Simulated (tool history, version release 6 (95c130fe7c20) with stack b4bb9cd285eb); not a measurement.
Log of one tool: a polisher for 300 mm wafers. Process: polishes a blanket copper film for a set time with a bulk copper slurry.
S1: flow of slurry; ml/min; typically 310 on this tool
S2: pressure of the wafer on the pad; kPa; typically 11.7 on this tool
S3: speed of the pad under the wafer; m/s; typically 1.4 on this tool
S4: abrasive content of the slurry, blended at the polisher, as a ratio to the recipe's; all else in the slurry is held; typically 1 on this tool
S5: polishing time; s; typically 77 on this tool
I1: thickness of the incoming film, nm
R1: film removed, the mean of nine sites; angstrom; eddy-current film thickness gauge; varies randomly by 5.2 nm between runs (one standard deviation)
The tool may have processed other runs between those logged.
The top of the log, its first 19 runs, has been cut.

At day 21.204: slurry blender recalibrated.
Run 20, day 23.325: usual settings; I1 4048.2. Result: R1 5763 angstrom.
Run 21, day 24.792: usual settings but S4 1.1; I1 4154.1. Result: R1 5969 angstrom.
Run 22, day 25.396: usual settings; I1 4186.3. Result: R1 5861 angstrom.
Run 23, day 26.267: usual settings but S1 365 ml/min, S5 86 s; I1 4150.2. Result: R1 6673 angstrom.
Run 24, day 26.854: usual settings; I1 4166.4. Result: R1 5801 angstrom.
Run 25, day 28.229: usual settings; I1 4196.4. Result: R1 5872 angstrom.
At day 28.942: worn pad replaced by a new one.
Run 26, day 28.962: usual settings but S2 14.5 kPa, S4 1.25, S5 103 s; I1 4223.2. Result: R1 10244 angstrom.
At day 29.058: slurry blender recalibrated.
At day 30.05: slurry nozzle cleaned.
At day 30.238: head pressure recalibrated.
Run 27, day 30.392: usual settings but S1 250 ml/min, S3 1.88 m/s, S4 1.3; I1 4149.4. Result: R1 7799 angstrom.
Run 28, day 31.671: usual settings; I1 4203. Result: R1 5854 angstrom.
Run 29, day 32.492: usual settings but S2 9 kPa; I1 4218.6. Result: R1 4482 angstrom.
Run 30, day 33.729: usual settings but S3 1.84 m/s, S4 1.2; I1 4128.9. Result: R1 7680 angstrom.

Branching from run 30: 4 alternative next runs. What would each branch give?
Run A, day 33.746: usual settings but S2 15.2 kPa; I1 4168.6. Result: R1 ?.
Run B, day 33.746: usual settings but S1 205 ml/min, S4 1.3; I1 4168.6. Result: R1 ?.
Run C, day 33.746: usual settings but S5 87 s; I1 4168.6. Result: R1 ?.
Run D, day 33.746: usual settings but S4 0.8; I1 4168.6. Result: R1 ?.

run    R1
  A  7477
  B  6048
  C  6528
  D  5374
Had the tool no hidden state, the same runs would have come out as:
run    R1
  A  7477
  B  6048
  C  6528
  D  5374

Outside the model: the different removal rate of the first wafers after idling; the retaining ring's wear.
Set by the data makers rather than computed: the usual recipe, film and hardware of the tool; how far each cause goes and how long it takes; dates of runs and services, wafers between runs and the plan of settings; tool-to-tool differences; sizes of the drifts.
